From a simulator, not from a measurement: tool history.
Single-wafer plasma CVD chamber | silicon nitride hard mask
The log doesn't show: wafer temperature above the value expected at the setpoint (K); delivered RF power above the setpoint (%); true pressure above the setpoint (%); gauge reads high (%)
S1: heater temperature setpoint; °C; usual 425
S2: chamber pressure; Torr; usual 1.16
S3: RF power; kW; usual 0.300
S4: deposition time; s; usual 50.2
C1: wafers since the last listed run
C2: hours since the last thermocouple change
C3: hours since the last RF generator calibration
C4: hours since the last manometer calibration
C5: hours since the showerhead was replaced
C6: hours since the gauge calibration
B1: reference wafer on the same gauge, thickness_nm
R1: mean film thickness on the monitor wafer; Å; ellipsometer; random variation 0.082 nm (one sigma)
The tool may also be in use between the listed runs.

run	hour	S1	S2	S3	S4	C1	C2	C3	C4	C5	C6	B1	R1
1	0.0	425	1.16	0.300	50.2	0	820.0	2334.1	848.3	6638.0	382.8	50.980	541.78
# hour 17.5: RF generator calibrated
2	18.0	425	1.16	0.300	50.2	129	838.0	0.5	866.3	6656.0	400.8	50.970	541.50
3	28.6	425	1.16	0.300	50.2	137	848.6	11.1	876.9	6666.6	411.4	50.965	542.75
4	41.1	425	1.16	0.300	50.2	161	861.1	23.6	889.4	6679.1	423.9	51.039	542.33
5	52.4	417	1.16	0.300	50.2	146	872.4	34.9	900.7	6690.4	435.2	51.002	545.54
6	69.0	417	1.16	0.300	50.2	214	889.0	51.5	917.3	6707.0	451.8	51.016	544.28
# hour 78.1: showerhead replaced
7	79.4	417	1.16	0.300	50.2	31	899.4	61.9	927.7	1.3	462.2	51.027	544.39
# hour 89.7: thermocouple changed; heater temperature recalibrated
8	90.4	425	0.98	0.300	45.6	38	0.7	72.9	938.7	12.3	473.2	51.031	475.73
9	105.1	432	1.34	0.300	54.9	190	15.4	87.6	953.4	27.0	487.9	51.031	609.35
10	114.2	425	1.16	0.300	45.6	117	24.5	96.7	962.5	36.1	497.0	50.982	491.47
# hour 122.1: gauge calibrated
11	126.3	417	1.16	0.300	50.2	156	36.6	108.8	974.6	48.2	4.2	51.024	545.42
12	141.9	415	1.16	0.265	50.2	201	52.2	124.4	990.2	63.8	19.8	51.008	518.11
13	157.8	425	1.16	0.300	50.2	205	68.1	140.3	1006.1	79.7	35.7	51.023	543.84
# hour 168.7: capacitance manometer re-zeroed and calibrated
14	169.2	425	1.16	0.300	50.2	43	79.5	151.7	0.5	91.1	47.1	51.009	548.14
15	177.8	425	1.16	0.350	50.2	111	88.1	160.3	9.1	99.7	55.7	50.963	586.41
16	187.2	431	1.16	0.300	50.2	121	97.5	169.7	18.5	109.1	65.1	50.943	545.36
17	196.1	425	1.07	0.325	50.2	115	106.4	178.6	27.4	118.0	74.0	50.992	559.49
18	207.8	425	1.16	0.300	50.2	151	118.1	190.3	39.1	129.7	85.7	50.980	547.56
19	219.3	414	1.16	0.300	55.0	148	129.6	201.8	50.6	141.2	97.2	51.008	601.97
20	226.7	412	1.16	0.340	50.2	95	137.0	209.2	58.0	148.6	104.6	51.034	583.25
21	232.7	431	1.16	0.345	50.2	77	143.0	215.2	64.0	154.6	110.6	50.996	582.31

Forecast run 22:
# hour 241.2: capacitance manometer re-zeroed and calibrated, repeated, since the last time left the tool worse
22	241.7	425	1.33	0.245	52.9	12	152.0	224.2	0.5	163.6	119.6	?	?

Run 22 gave B1 50.993, R1 531.26 Å.
Without the tool's hidden state the same run would have given R1 532.13 Å.

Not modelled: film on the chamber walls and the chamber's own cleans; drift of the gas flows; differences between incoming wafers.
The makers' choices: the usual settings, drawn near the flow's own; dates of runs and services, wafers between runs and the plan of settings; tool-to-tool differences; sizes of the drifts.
